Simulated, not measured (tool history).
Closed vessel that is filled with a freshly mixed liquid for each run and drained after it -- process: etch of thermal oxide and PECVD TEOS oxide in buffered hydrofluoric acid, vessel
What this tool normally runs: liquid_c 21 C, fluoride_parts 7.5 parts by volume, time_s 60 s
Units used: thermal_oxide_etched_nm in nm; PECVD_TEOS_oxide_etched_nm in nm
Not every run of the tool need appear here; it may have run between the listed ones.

run	day	liquid_c	fluoride_parts	time_s	wafers since the last listed run	hours since the thermometer was replaced	hours since the hydrofluoric acid flow meter was replaced	hours since the gauge calibration	read-back film thickness of the thermal oxide reference wafer, read on the same gauge (nm)	read-back film thickness of the PECVD TEOS oxide reference wafer, read on the same gauge (nm)	thermal_oxide_etched_nm	PECVD_TEOS_oxide_etched_nm
1	0	21	7.5	60	0	2299.2	1159.8	521.8	50.01	29.98	90.68	172.35
2	2.558	21	7.5	60	5356	2360.6	1221.2	583.2	50.01	30.02	90.68	174.34
3	4.579	21	7.5	60	4230	2409.1	1269.7	631.7	49.99	29.98	90.59	176.77
4	6.175	22	7.5	70	3341	2447.4	1308	670	49.99	30.01	112.1	220.31
5	8.812	22	7.5	70	5521	2510.7	1371.3	733.3	49.99	29.99	111.92	217.77
6	10.983	22	7.5	70	4544	2562.8	1423.4	785.4	50	30.01	112.1	217.71
7	12.879	21	7.5	60	3969	2608.3	1468.9	830.9	49.98	30.01	91.49	177.71
8	14.092	21	8.5	60	2538	2637.4	1498	860	49.99	30	80	156.92
9	15.371	21	8.5	60	2678	2668.1	1528.7	890.7	50.01	30.01	79.95	155.94
10	17.5	21	7.5	60	4457	2719.2	1579.8	941.8	50	30.01	92.26	178.45
# day 17.733: hydrofluoric acid flow meter replaced
11	19.9	21	7.5	60	4937	2776.8	52	999.4	50	29.98	87.37	171.63
12	22.525	21	7.5	60	5495	2839.8	115	1062.4	49.98	30	86.88	172.03
13	24.421	21	7.5	60	3969	2885.3	160.5	1107.9	49.99	30.02	86.97	170.08
# day 25.55: gauge calibrated
14	26.783	21	7.5	60	4946	2942	217.2	29.6	50.01	30.02	87.38	170.92
15	28.033	17.5	6	45	2616	2972	247.2	59.6	49.99	30.01	66.88	132.32
# day 28.392: thermometer replaced
16	30.088	21	10.5	85	4213	40.7	296.5	108.9	49.98	30.02	90.96	177.29
17	32.558	21	7.5	60	5172	100	355.8	168.2	49.99	30.01	88.5	172.19
18	34.288	21	7.5	60	3620	141.5	397.3	209.7	49.98	30	88	170.57
19	36.546	23.5	10.5	30	4728	195.7	451.5	263.9	50	30	37.03	71.42
20	37.908	21	7.5	60	2852	228.4	484.2	296.6	50	30	88.37	168.7
21	39.65	21	5	60	3646	270.2	526	338.4	50	30.02	126.44	250.59
22	41.892	25.5	6.5	35	4693	324	579.8	392.2	50.01	30	76.18	148.22
23	44.712	25	7.5	60	5905	391.7	647.5	459.9	50	30	111.3	215.32
24	46.692	21	7.5	60	4143	439.2	695	507.4	50	30	89.35	172.18
25	54.217	25.5	10	85	15754	619.8	875.6	688	49.99	30	122.91	239.98
26	55.525	18	5.5	60	2739	651.2	907	719.4	50	30.04	100.57	194.85

Here are 3 independent what-if runs from the current tool condition. What would each one return?
A	55.554	21	9.5	60	61	651.9	907.7	720.1	?	?	?	?
B	55.554	24	10	70	61	651.9	907.7	720.1	?	?	?	?
C	55.554	21	7.5	95	61	651.9	907.7	720.1	?	?	?	?

run	read-back film thickness of the thermal oxide reference wafer, read on the same gauge (nm)	read-back film thickness of the PECVD TEOS oxide reference wafer, read on the same gauge (nm)	thermal_oxide_etched_nm	PECVD_TEOS_oxide_etched_nm
A	49.99	30.01	70.89	135.69
B	49.99	30.01	94.46	180.8
C	49.99	30.01	143.65	274.95
With the hidden condition removed and each run's random variation left untouched, the same runs would have given:
run	thermal_oxide_etched_nm	PECVD_TEOS_oxide_etched_nm
A	69.42	132.87
B	92.5	177.04
C	138.57	265.22

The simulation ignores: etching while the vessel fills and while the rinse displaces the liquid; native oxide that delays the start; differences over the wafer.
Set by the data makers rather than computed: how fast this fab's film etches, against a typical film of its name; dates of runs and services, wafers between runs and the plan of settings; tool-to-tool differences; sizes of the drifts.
